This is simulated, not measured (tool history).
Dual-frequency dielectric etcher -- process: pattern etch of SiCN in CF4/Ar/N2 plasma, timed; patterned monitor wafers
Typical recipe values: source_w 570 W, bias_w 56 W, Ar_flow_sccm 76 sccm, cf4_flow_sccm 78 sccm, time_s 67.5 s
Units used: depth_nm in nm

run    hour  source_w  bias_w  Ar_flow_sccm  cf4_flow_sccm  time_s  read-back reference wafer on the same gauge, depth_nm  depth_nm
  1       0       570      56            76             78    67.5                                                   72.8      63.4
        8.5  -- Ar flow controller replaced
         14  -- source power generator calibrated
  2    66.8       570      56            76             78    67.5                                                   72.9      63.5
  3   134.5       570      52            76             78    67.5                                                   72.9      61.2
  4     161       570      64            76             78    67.5                                                   72.9      66.9
        203  -- wet clean of the chamber
  5   321.4       570      56            76             78    67.5                                                   72.8      65.1
  6     366       570      56            76             78    67.5                                                   72.9      64.3
      404.5  -- bias power generator calibrated
  7   413.1       660      56            76             88    67.5                                                   72.8      72.5
      442.2  -- CF4 flow controller replaced
  8   468.9       570      56            69             97      49                                                   72.8      50.1
  9   520.5       670      48            67             85    67.5                                                   72.9      70.3
        534  -- gauge calibrated
 10   586.5       570      48            64             78    83.5                                                   72.8      76.8
 11   626.7       480      67            76             63      61                                                   72.9        53
 12   692.6       570      49            76             78      76                                                   72.8      67.6
      728.3  -- upper electrode replaced
 13   744.3       570      62            58             78    67.5                                                   72.8        69
      781.6  -- wet clean of the chamber
 14   816.1       570      56            76             78      86                                                   72.7      83.1
 15     854       570      65            94             91    67.5                                                   72.8      69.6
 16   906.6       570      56            61             78    67.5                                                   72.7      67.4
 17   954.5       500      64            76             78    67.5                                                   72.8        63
 18    1000       570      62            76             78    67.5                                                   72.8      67.2
 19  1062.7       570      50            76             78    67.5                                                   72.7      60.7
 20  1112.2       570      56            76             78    67.5                                                   72.9      63.6
 21  1174.2       570      56            76             78    67.5                                                   72.8      63.4
 22  1225.2       570      61            76             78    67.5                                                   72.7      65.3

What if the next run were any one of these 3? Each begins from the tool's condition after run 22:
  A  1225.6       570      56            76             78    49.5                                                      ?         ?
  B  1225.6       570      56            76             69    67.5                                                      ?         ?
  C  1225.6       570      46            76             85    84.5                                                      ?         ?

run  read-back reference wafer on the same gauge, depth_nm  depth_nm
  A                                                   72.8      45.9
  B                                                   72.8      60.7
  C                                                   72.8      73.4
Without the tool's hidden state the same runs would have given:
run  depth_nm
  A      48.3
  B      63.9
  C      77.2
